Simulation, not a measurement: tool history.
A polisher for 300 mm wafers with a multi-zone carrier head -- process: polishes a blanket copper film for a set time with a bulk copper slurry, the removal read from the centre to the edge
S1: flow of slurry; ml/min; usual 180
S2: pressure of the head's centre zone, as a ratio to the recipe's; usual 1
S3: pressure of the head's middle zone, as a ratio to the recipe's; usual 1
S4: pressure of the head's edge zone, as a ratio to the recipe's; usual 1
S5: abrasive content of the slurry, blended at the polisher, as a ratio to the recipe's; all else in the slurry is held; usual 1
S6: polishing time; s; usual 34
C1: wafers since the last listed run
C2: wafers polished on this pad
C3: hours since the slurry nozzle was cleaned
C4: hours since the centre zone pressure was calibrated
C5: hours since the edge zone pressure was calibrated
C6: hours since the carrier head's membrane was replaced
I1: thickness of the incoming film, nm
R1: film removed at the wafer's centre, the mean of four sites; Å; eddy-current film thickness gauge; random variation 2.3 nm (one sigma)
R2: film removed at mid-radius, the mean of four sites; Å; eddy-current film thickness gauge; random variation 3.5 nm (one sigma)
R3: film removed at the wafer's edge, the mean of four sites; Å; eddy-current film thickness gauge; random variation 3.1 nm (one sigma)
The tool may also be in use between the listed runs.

run 1 hour=0 | S1=180 S2=0.9 S3=0.89 S4=1 S5=1 S6=34 | C1=0 C2=2334 C3=233 C4=580.7 C5=161.2 C6=445.4 | I1=2705.6 | R1=2503 R2=2537 R3=2743
run 2 hour=43.6 | S1=230 S2=0.96 S3=0.92 S4=1 S5=1.2 S6=34 | C1=800 C2=3135 C3=276.6 C4=624.3 C5=204.8 C6=489 | I1=2686.4 | R1=2859 R2=2839 R3=2942
run 3 hour=93.2 | S1=180 S2=1 S3=1 S4=1.12 S5=1 S6=30 | C1=910 C2=4046 C3=326.2 C4=673.9 C5=254.4 C6=538.6 | I1=2682.2 | R1=2412 R2=2353 R3=2529
run 4 hour=122.1 | S1=180 S2=0.95 S3=0.88 S4=1 S5=1 S6=34 | C1=530 C2=4576 C3=355.1 C4=702.8 C5=283.3 C6=567.5 | I1=2703.6 | R1=2670 R2=2507 R3=2676
run 5 hour=158.5 | S1=180 S2=1 S3=1 S4=1 S5=1 S6=34 | C1=668 C2=5245 C3=391.5 C4=739.2 C5=319.7 C6=603.9 | I1=2722.6 | R1=2733 R2=2702 R3=2716
run 6 hour=212.3 | S1=240 S2=1 S3=1.11 S4=1 S5=1 S6=34 | C1=988 C2=6233 C3=445.3 C4=793 C5=373.5 C6=657.7 | I1=2689 | R1=2826 R2=2876 R3=2758
run 7 hour=275.7 | S1=210 S2=1 S3=1 S4=0.91 S5=1 S6=34 | C1=1164 C2=7397 C3=508.7 C4=856.4 C5=436.9 C6=721.1 | I1=2703.5 | R1=2812 R2=2743 R3=2671
-- hour=277.9 centre zone pressure recalibrated
run 8 hour=325 | S1=240 S2=1 S3=1.11 S4=1 S5=1 S6=34 | C1=868 C2=8266 C3=558 C4=47.1 C5=486.2 C6=770.4 | I1=2683.9 | R1=2826 R2=2875 R3=2806
run 9 hour=364.2 | S1=180 S2=1 S3=1 S4=1 S5=1 S6=34 | C1=719 C2=8986 C3=597.2 C4=86.3 C5=525.4 C6=809.6 | I1=2670.7 | R1=2813 R2=2687 R3=2753
-- hour=374.5 worn pad replaced by a new one
run 10 hour=395.7 | S1=180 S2=1 S3=1.07 S4=1 S5=1 S6=34 | C1=505 C2=389 C3=628.7 C4=117.8 C5=556.9 C6=841.1 | I1=2742 | R1=2739 R2=2690 R3=2719
run 11 hour=465.3 | S1=180 S2=1 S3=1 S4=1.06 S5=1 S6=34 | C1=1278 C2=1667 C3=698.3 C4=187.4 C5=626.5 C6=910.7 | I1=2686.5 | R1=2773 R2=2699 R3=2814
-- hour=473.6 edge zone pressure recalibrated
run 12 hour=518 | S1=200 S2=0.9 S3=0.92 S4=1 S5=1 S6=34 | C1=931 C2=2598 C3=751 C4=240.1 C5=44.4 C6=963.4 | I1=2712.4 | R1=2497 R2=2575 R3=2723
-- hour=568.5 slurry nozzle cleaned
run 13 hour=571 | S1=180 S2=1 S3=1 S4=1 S5=1 S6=34 | C1=955 C2=3553 C3=2.5 C4=293.1 C5=97.4 C6=1016.4 | I1=2661 | R1=2763 R2=2694 R3=2715
run 14 hour=628.9 | S1=200 S2=1 S3=1 S4=1 S5=1 S6=34 | C1=1063 C2=4617 C3=60.4 C4=351 C5=155.3 C6=1074.3 | I1=2668.1 | R1=2788 R2=2667 R3=2714
run 15 hour=663.3 | S1=135 S2=1 S3=1 S4=1 S5=0.8 S6=34 | C1=631 C2=5249 C3=94.8 C4=385.4 C5=189.7 C6=1108.7 | I1=2735.9 | R1=2446 R2=2385 R3=2425
run 16 hour=710.2 | S1=245 S2=1.09 S3=1 S4=1 S5=1 S6=42 | C1=861 C2=6110 C3=141.7 C4=432.3 C5=236.6 C6=1155.6 | I1=2643.4 | R1=3866 R2=3424 R3=3420
run 17 hour=745 | S1=180 S2=1 S3=1 S4=1.07 S5=1 S6=41 | C1=639 C2=6749 C3=176.5 C4=467.1 C5=271.4 C6=1190.4 | I1=2693.9 | R1=3384 R2=3278 R3=3405
-- hour=778.3 carrier head's membrane replaced by a new one
run 18 hour=778.8 | S1=180 S2=0.9 S3=1 S4=1 S5=1 S6=34 | C1=528 C2=7278 C3=210.3 C4=500.9 C5=305.2 C6=0.5 | I1=2692.3 | R1=2461 R2=2663 R3=2751
run 19 hour=844.1 | S1=180 S2=1 S3=0.95 S4=0.9 S5=0.8 S6=30 | C1=1199 C2=8477 C3=275.6 C4=566.2 C5=370.5 C6=65.8 | I1=2721.2 | R1=2279 R2=2158 R3=2138
-- hour=853.1 worn pad replaced by a new one
run 20 hour=899.4 | S1=160 S2=0.91 S3=1 S4=1.11 S5=1.15 S6=34 | C1=942 C2=850 C3=330.9 C4=621.5 C5=425.8 C6=121.1 | I1=2695.4 | R1=2568 R2=2734 R3=2905

Predict each of these 5 candidate next runs independently; none follows another, all start after run 20:
run A hour=899.8 | S1=180 S2=1 S3=1 S4=1.08 S5=1 S6=34 | C1=7 C2=857 C3=331.3 C4=621.9 C5=426.2 C6=121.5 | I1=2717.7 | R1=? R2=? R3=?
run B hour=899.8 | S1=180 S2=1 S3=0.94 S4=1 S5=0.75 S6=34 | C1=7 C2=857 C3=331.3 C4=621.9 C5=426.2 C6=121.5 | I1=2717.7 | R1=? R2=? R3=?
run C hour=899.8 | S1=180 S2=1 S3=1 S4=1 S5=0.9 S6=34 | C1=7 C2=857 C3=331.3 C4=621.9 C5=426.2 C6=121.5 | I1=2717.7 | R1=? R2=? R3=?
run D hour=899.8 | S1=180 S2=1 S3=1.06 S4=1.09 S5=1.25 S6=34 | C1=7 C2=857 C3=331.3 C4=621.9 C5=426.2 C6=121.5 | I1=2717.7 | R1=? R2=? R3=?
run E hour=899.8 | S1=140 S2=1 S3=1 S4=1 S5=1 S6=34 | C1=7 C2=857 C3=331.3 C4=621.9 C5=426.2 C6=121.5 | I1=2717.7 | R1=? R2=? R3=?

run=A R1=2786 R2=2740 R3=2820
run=B R1=2513 R2=2403 R3=2466
run=C R1=2687 R2=2644 R3=2635
run=D R1=2994 R2=3028 R3=3041
run=E R1=2686 R2=2653 R3=2668
Had the tool no hidden state, the same runs would have come out as:
run=A R1=2786 R2=2740 R3=2820
run=B R1=2513 R2=2403 R3=2466
run=C R1=2687 R2=2644 R3=2635
run=D R1=2994 R2=3028 R3=3041
run=E R1=2686 R2=2653 R3=2668
